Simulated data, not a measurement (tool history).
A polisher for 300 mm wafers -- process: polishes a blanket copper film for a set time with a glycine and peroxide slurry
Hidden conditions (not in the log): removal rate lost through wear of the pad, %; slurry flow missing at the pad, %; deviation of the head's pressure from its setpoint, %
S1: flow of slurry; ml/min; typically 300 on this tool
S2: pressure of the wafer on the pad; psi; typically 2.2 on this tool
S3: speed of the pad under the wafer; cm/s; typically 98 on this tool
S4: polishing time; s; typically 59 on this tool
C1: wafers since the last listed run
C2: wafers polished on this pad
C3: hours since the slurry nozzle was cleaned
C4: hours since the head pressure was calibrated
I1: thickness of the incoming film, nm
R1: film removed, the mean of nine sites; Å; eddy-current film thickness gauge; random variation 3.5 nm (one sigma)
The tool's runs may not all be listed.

run    hour   S1   S2   S3  S4    C1    C2     C3     C4      I1    R1
  1     0.0  300  2.2   98  59     0  1412  534.9  294.8  2172.9  2194
  2    64.6  300  2.2   98  59   953  2366  599.5  359.4  2175.1  2177
  3   143.6  300  2.2   98  59  1166  3532  678.5  438.4  2222.1  2149
      171.1  -- slurry nozzle cleaned
      181.2  -- worn pad replaced by a new one
  4   245.5  300  2.2   98  70  1430   950   74.4  540.3  2181.0  2650
  5   290.0  230  2.2   98  59   657  1607  118.9  584.8  2185.2  2074
  6   395.5  230  2.2   98  59  1557  3165  224.4  690.3  2144.2  2061
  7   435.7  300  2.2   98  59   593  3758  264.6  730.5  2196.8  2084
      473.8  -- worn pad replaced by a new one
  8   503.5  300  2.2   98  59   942   438  332.4  798.3  2185.8  2232
  9   603.6  300  2.2   98  59  1478  1916  432.5  898.4  2176.2  2119
 10   662.6  240  2.2   98  68   871  2787  491.5  957.4  2166.7  2446
      713.4  -- head pressure recalibrated
      746.1  -- worn pad replaced by a new one
 11   759.2  205  2.2   98  77  1337   194  588.1   45.8  2209.5  2953
 12   859.0  300  2.8   98  72  1473  1667  687.9  145.6  2161.9  3084
      952.1  -- slurry nozzle cleaned
 13   955.9  230  2.7   90  45  1416  3083    3.8  242.5  2195.3  1659
      989.1  -- worn pad replaced by a new one
 14  1031.3  245  2.7  120  53  1054   623   79.2  317.9  2184.3  2505
 15  1118.4  300  2.2   80  50  1286  1909  166.3  405.0  2174.8  1591
 16  1189.6  300  2.2   72  59  1051  2960  237.5  476.2  2199.3  1739
 17  1231.3  300  2.2   98  59   615  3576  279.2  517.9  2203.4  2054
     1286.6  -- worn pad replaced by a new one
 18  1294.9  300  2.2   98  59   880   122  342.8  581.5  2198.6  2355

Some steps in R1, run to run, broken into two amounts with sign: the step expected even without the hidden condition (settings, incoming material, random variation), and the rest, left for the hidden condition together with whatever gauge scatter is not in both the measured and the hidden-condition-free result:
Run 10 -> 11: S1 240 -> 205, S4 68 -> 77, head pressure recalibrated, worn pad replaced by a new one. R1 +507 Å: hidden state +297, all else +210.
Run 12 -> 13: S1 300 -> 230, S2 2.8 -> 2.7, S3 98 -> 90, S4 72 -> 45, slurry nozzle cleaned. R1 -1425 Å: hidden state +98, all else -1523.
